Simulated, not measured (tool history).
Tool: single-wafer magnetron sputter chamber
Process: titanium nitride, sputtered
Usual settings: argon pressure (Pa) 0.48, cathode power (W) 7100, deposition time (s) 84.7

run     day  argon pressure (Pa)  cathode power (W)  deposition time (s)  read-back reference wafer on the same gauge, thickness_nm  mean film thickness on the monitor wafer (nm)
  1       0                 0.48               7100                 84.7                                                     94.412                                         84.751
        0.5  -- sputter target and shields replaced
  2   0.833                 0.48               7100                 84.7                                                     94.394                                         85.348
      1.675  -- gauge calibrated
  3   1.783                 0.48               7100                 84.7                                                     94.395                                         85.327
  4   3.179                 0.48               7100                 84.7                                                       94.4                                         85.464
  5   4.133                 0.48               7100                 84.7                                                     94.427                                          85.52
  6   5.396                 0.48               7100                 84.7                                                     94.404                                         85.481
  7   6.075                 0.48               7100                 84.7                                                     94.402                                         85.153
  8     6.7                 0.48               7100                 84.7                                                     94.393                                         84.732
  9   7.467                 0.48               7100                 84.7                                                     94.419                                         84.608
      8.604  -- sputter target and shields replaced
 10   8.633                 0.48               7100                 84.7                                                     94.414                                          85.47
      9.733  -- magnet pack replaced
 11   9.779                 0.48               7100                 84.7                                                     94.385                                         85.538
 12  10.629                 0.48               7100                 99.9                                                     94.421                                        100.907
 13  11.542                 0.48               7100                 84.7                                                     94.382                                          85.53
     12.504  -- capacitance manometer re-zeroed and calibrated
 14    12.8                0.373               7100                   69                                                     94.411                                         71.113
 15  13.812                0.321               7700                 99.8                                                     94.377                                        112.426
     14.046  -- gauge calibrated
 16  14.429                 0.48               8500                 84.7                                                     94.433                                         97.871
 17  15.438                 0.48               7100                 84.7                                                     94.408                                         83.519
 18   16.55                 0.48               7100                 84.7                                                     94.402                                         83.172
     17.042  -- sputter target and shields replaced
 19  17.629                 0.48               7100                 84.7                                                       94.4                                         83.991
 20  18.571                 0.48               7100                 75.9                                                     94.382                                         75.399
 21  19.129                0.631               7800                 84.7                                                     94.386                                         86.351
 22  20.046                 0.48               7100                 84.7                                                     94.399                                         83.939
 23  21.262                0.659               7100                 84.7                                                     94.408                                         78.461

The same runs without the tool's hidden state, with the same run-to-run variation:
The hidden state here: deposition rate above that of a new target (%); true argon pressure above the setpoint (%); gauge reads high (%).
run  mean film thickness on the monitor wafer (nm)
  1                                         83.912
  2                                         83.598
  3                                         83.577
  4                                         83.754
  5                                          83.87
  6                                         83.948
  7                                         83.707
  8                                         83.378
  9                                         83.375
 10                                         83.619
 11                                         83.679
 12                                         98.734
 13                                         83.729
 14                                          71.16
 15                                         112.71
 16                                         98.054
 17                                         83.826
 18                                         83.676
 19                                           83.6
 20                                         75.054
 21                                          85.81
 22                                         83.612
 23                                         78.051
